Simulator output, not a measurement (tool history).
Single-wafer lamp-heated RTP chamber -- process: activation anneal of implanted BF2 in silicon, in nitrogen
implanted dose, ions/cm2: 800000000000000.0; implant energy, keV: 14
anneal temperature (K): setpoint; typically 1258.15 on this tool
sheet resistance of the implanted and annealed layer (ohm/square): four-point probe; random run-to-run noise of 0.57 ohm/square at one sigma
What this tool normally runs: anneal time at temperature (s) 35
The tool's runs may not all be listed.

run	day	anneal temperature (K)	anneal time at temperature (s)	read-back reference wafer on the same gauge, sheet resistance	sheet resistance of the implanted and annealed layer (ohm/square)
1	0.000	1242.15	50	238.89	260.69
2	0.450	1242.15	50	238.94	261.04
3	0.825	1258.15	35	239.01	246.53
4	1.204	1258.15	35	238.95	246.17
5	1.750	1258.15	35	239.01	245.97
# day 2.275: pyrometer window cleaned and pyrometer calibrated
# day 2.400: gauge calibrated
6	2.462	1238.15	35	238.70	285.52
7	2.733	1238.15	35	238.89	285.33
8	3.446	1258.15	35	238.87	245.30
9	3.950	1278.15	28	238.84	222.19
# day 4.638: reflector plate cleaned
10	4.683	1237.15	35	238.88	287.41
11	5.425	1258.15	28	238.98	254.11
12	5.912	1286.15	35	238.88	204.74
13	6.279	1258.15	51	239.16	231.15
# day 6.742: gauge calibrated
14	6.783	1235.15	35	239.15	293.11

For each run, what was the tool's unlogged condition?
true wafer temperature minus pyrometer reading, K: 0 on each run
wafer temperature error from the tarnished reflector plate, K: 0 on each run
gauge reads high (%): 0 on each run
